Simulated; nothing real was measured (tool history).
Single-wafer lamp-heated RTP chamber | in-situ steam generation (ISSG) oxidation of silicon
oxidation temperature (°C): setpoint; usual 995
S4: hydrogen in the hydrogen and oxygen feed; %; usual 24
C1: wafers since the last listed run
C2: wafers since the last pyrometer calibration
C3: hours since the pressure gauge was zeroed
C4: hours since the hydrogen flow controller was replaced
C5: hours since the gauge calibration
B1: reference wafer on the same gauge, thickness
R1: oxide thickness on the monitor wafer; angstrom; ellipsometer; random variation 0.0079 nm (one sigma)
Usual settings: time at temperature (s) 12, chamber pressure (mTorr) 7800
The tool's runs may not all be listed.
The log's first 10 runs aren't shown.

At hour 786: hydrogen flow controller replaced.
Run 11, hour 796.9: usual settings but chamber pressure (mTorr) 8600; C1 303; C2 4175; C3 1492.9; C4 10.9; C5 235.1; B1 3.6. Result: R1 37.85 angstrom.
Run 12, hour 835.9: usual settings; C1 273; C2 4449; C3 1531.9; C4 49.9; C5 274.1; B1 3.601. Result: R1 38.02 angstrom.
Run 13, hour 895.5: usual settings but oxidation temperature (°C) 977, time at temperature (s) 16; C1 418; C2 4867; C3 1591.5; C4 109.5; C5 333.7; B1 3.599. Result: R1 40.32 angstrom.
Run 14, hour 933.2: usual settings; C1 264; C2 5131; C3 1629.2; C4 147.2; C5 371.4; B1 3.601. Result: R1 37.9 angstrom.
Run 15, hour 991.8: usual settings but oxidation temperature (°C) 983, chamber pressure (mTorr) 8400, S4 30 %; C1 411; C2 5542; C3 1687.8; C4 205.8; C5 430; B1 3.598. Result: R1 38.74 angstrom.
Run 16, hour 1056.9: usual settings; C1 456; C2 5999; C3 1752.9; C4 270.9; C5 495.1; B1 3.598. Result: R1 38.14 angstrom.
At hour 1112.7: pyrometer window cleaned and pyrometer calibrated.
Run 17, hour 1145.3: usual settings but oxidation temperature (°C) 980; C1 563; C2 228; C3 1841.3; C4 359.3; C5 583.5; B1 3.597. Result: R1 36.36 angstrom.
Run 18, hour 1230.8: usual settings but oxidation temperature (°C) 1014; C1 599; C2 828; C3 1926.8; C4 444.8; C5 669; B1 3.595. Result: R1 40.62 angstrom.
Run 19, hour 1280: usual settings but chamber pressure (mTorr) 6900; C1 345; C2 1173; C3 1976; C4 494; C5 718.2; B1 3.596. Result: R1 37.91 angstrom.
Run 20, hour 1338.3: usual settings but oxidation temperature (°C) 980, S4 29 %; C1 408; C2 1582; C3 2034.3; C4 552.3; C5 776.5; B1 3.596. Result: R1 38.12 angstrom.
At hour 1429.5: pressure gauge zeroed.
Run 21, hour 1443.8: usual settings but oxidation temperature (°C) 985, time at temperature (s) 10, chamber pressure (mTorr) 8700, S4 27 %; C1 683; C2 2266; C3 14.3; C4 657.8; C5 882; B1 3.594. Result: R1 35.1 angstrom.
Run 22, hour 1534.1: usual settings but oxidation temperature (°C) 978, time at temperature (s) 14, chamber pressure (mTorr) 6900, S4 29 %; C1 633; C2 2899; C3 104.6; C4 748.1; C5 972.3; B1 3.592. Result: R1 40.28 angstrom.
Run 23, hour 1590.2: usual settings; C1 393; C2 3292; C3 160.7; C4 804.2; C5 1028.4; B1 3.59. Result: R1 37.95 angstrom.
Run 24, hour 1659.7: usual settings but oxidation temperature (°C) 981, time at temperature (s) 16, chamber pressure (mTorr) 8600, S4 31 %; C1 487; C2 3780; C3 230.2; C4 873.7; C5 1097.9; B1 3.59. Result: R1 43.31 angstrom.
Run 25, hour 1766.8: usual settings; C1 751; C2 4531; C3 337.3; C4 980.8; C5 1205; B1 3.587. Result: R1 37.87 angstrom.
Run 26, hour 1870.4: usual settings but oxidation temperature (°C) 1009, chamber pressure (mTorr) 7200, S4 15 %; C1 726; C2 5258; C3 440.9; C4 1084.4; C5 1308.6; B1 3.585. Result: R1 35.27 angstrom.
Run 27, hour 1956.9: usual settings but time at temperature (s) 16; C1 606; C2 5864; C3 527.4; C4 1170.9; C5 1395.1; B1 3.583. Result: R1 42.77 angstrom.
At hour 2025.6: pyrometer window cleaned and pyrometer calibrated.
Run 28, hour 2026.1: usual settings but chamber pressure (mTorr) 9100; C1 429; C2 3; C3 596.6; C4 1240.1; C5 1464.3; B1 3.582. Result: R1 37.49 angstrom.
Run 29, hour 2062.4: usual settings but oxidation temperature (°C) 1001; C1 254; C2 258; C3 632.9; C4 1276.4; C5 1500.6; B1 3.58. Result: R1 38.51 angstrom.
Run 30, hour 2133: usual settings but S4 16 %; C1 495; C2 753; C3 703.5; C4 1347; C5 1571.2; B1 3.577. Result: R1 34.02 angstrom.
Run 31, hour 2215.5: usual settings; C1 578; C2 1331; C3 786; C4 1429.5; C5 1653.7; B1 3.575. Result: R1 37.74 angstrom.

Forecast each of these 4 alternatives for the next run:
Run A, hour 2215.9: usual settings; C1 2; C2 1334; C3 786.4; C4 1429.9; C5 1654.1; B1 ?. Result: R1 ?.
Run B, hour 2215.9: usual settings but oxidation temperature (°C) 989, chamber pressure (mTorr) 7000; C1 2; C2 1334; C3 786.4; C4 1429.9; C5 1654.1; B1 ?. Result: R1 ?.
Run C, hour 2215.9: usual settings but oxidation temperature (°C) 1004, chamber pressure (mTorr) 9100, S4 32 %; C1 2; C2 1334; C3 786.4; C4 1429.9; C5 1654.1; B1 ?. Result: R1 ?.
Run D, hour 2215.9: usual settings but oxidation temperature (°C) 976, chamber pressure (mTorr) 8500, S4 30 %; C1 2; C2 1334; C3 786.4; C4 1429.9; C5 1654.1; B1 ?. Result: R1 ?.

run     B1     R1
  A  3.575  37.86
  B  3.575  37.02
  C  3.575  41.55
  D  3.575   37.7
Without the tool's hidden state the same runs would have given:
run     R1
  A  38.12
  B  37.28
  C  41.84
  D  37.97
